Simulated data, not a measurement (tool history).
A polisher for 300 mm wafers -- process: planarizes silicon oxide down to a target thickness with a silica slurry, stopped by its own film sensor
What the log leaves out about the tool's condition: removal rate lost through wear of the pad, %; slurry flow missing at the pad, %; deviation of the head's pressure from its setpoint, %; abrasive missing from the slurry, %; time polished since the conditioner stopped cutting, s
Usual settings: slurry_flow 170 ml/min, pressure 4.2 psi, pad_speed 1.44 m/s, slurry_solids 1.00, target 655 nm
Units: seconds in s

run   hour  slurry_flow  pressure  pad_speed  slurry_solids  target  wafers since the last listed run  wafers polished on this pad  hours since the slurry nozzle was cleaned  hours since the head pressure was calibrated  hours since the slurry blender was calibrated  hours since the conditioning disc was replaced  incoming thickness of the incoming film, nm  seconds
  1    0.0          170       4.2       1.44           1.00     655                                 0                         1180                                      219.7                                        1140.2                                           45.3                                           183.2                                       1164.0    177.5
  2   62.1          170       4.2       1.44           1.00     655                               266                         1446                                      281.8                                        1202.3                                          107.4                                           245.3                                       1166.2    180.4
     120.4  -- worn pad replaced by a new one
  3  130.8          170       4.2       1.44           1.00     655                               277                           44                                      350.5                                        1271.0                                          176.1                                           314.0                                       1161.7    178.5
     168.1  -- head pressure recalibrated
  4  177.5          170       4.2       1.44           1.00     655                               191                          236                                      397.2                                           9.4                                          222.8                                           360.7                                       1169.7    179.7
  5  213.9          170       4.2       1.72           1.00     733                               156                          392                                      433.6                                          45.8                                          259.2                                           397.1                                       1159.3    136.4
     240.3  -- slurry nozzle cleaned
     241.2  -- conditioning disc replaced and pad reconditioned
  6  260.7          170       4.6       1.16           1.00     655                               192                          585                                       20.4                                          92.6                                          306.0                                            19.5                                       1180.8    176.5
  7  291.7          110       4.7       1.44           1.00     655                               133                          718                                       51.4                                         123.6                                          337.0                                            50.5                                       1159.1    158.4
  8  361.9          170       4.2       1.44           1.00     655                               301                         1020                                      121.6                                         193.8                                          407.2                                           120.7                                       1183.2    176.3
     406.7  -- slurry blender recalibrated
  9  428.9          120       4.2       1.44           1.15     655                               279                         1299                                      188.6                                         260.8                                           22.2                                           187.7                                       1186.5    180.1
 10  488.8          205       4.2       1.26           0.85     655                               257                         1556                                      248.5                                         320.7                                           82.1                                           247.6                                       1187.9    222.4
     541.7  -- worn pad replaced by a new one
 11  556.4          170       4.6       1.16           1.00     655                               272                           63                                      316.1                                         388.3                                          149.7                                           315.2                                       1194.8    203.3
 12  626.1          170       4.2       1.44           1.00     655                               299                          362                                      385.8                                         458.0                                          219.4                                           384.9                                       1177.8    186.9
 13  682.9          170       4.2       1.08           1.25     595                               243                          606                                      442.6                                         514.8                                          276.2                                           441.7                                       1189.8    223.2

Run 14 is up next; what results do you expect?
     691.0  -- conditioning disc replaced and pad reconditioned
 14  712.3          170       4.9       1.44           1.00     655                               117                          723                                      472.0                                         544.2                                          305.6                                            21.3                                       1163.3        ?

{"run 14": {"seconds": 144.6}}
Take away the tool's hidden state, keep the run-to-run variation as it was, and the same run would have given seconds 136.6 s.

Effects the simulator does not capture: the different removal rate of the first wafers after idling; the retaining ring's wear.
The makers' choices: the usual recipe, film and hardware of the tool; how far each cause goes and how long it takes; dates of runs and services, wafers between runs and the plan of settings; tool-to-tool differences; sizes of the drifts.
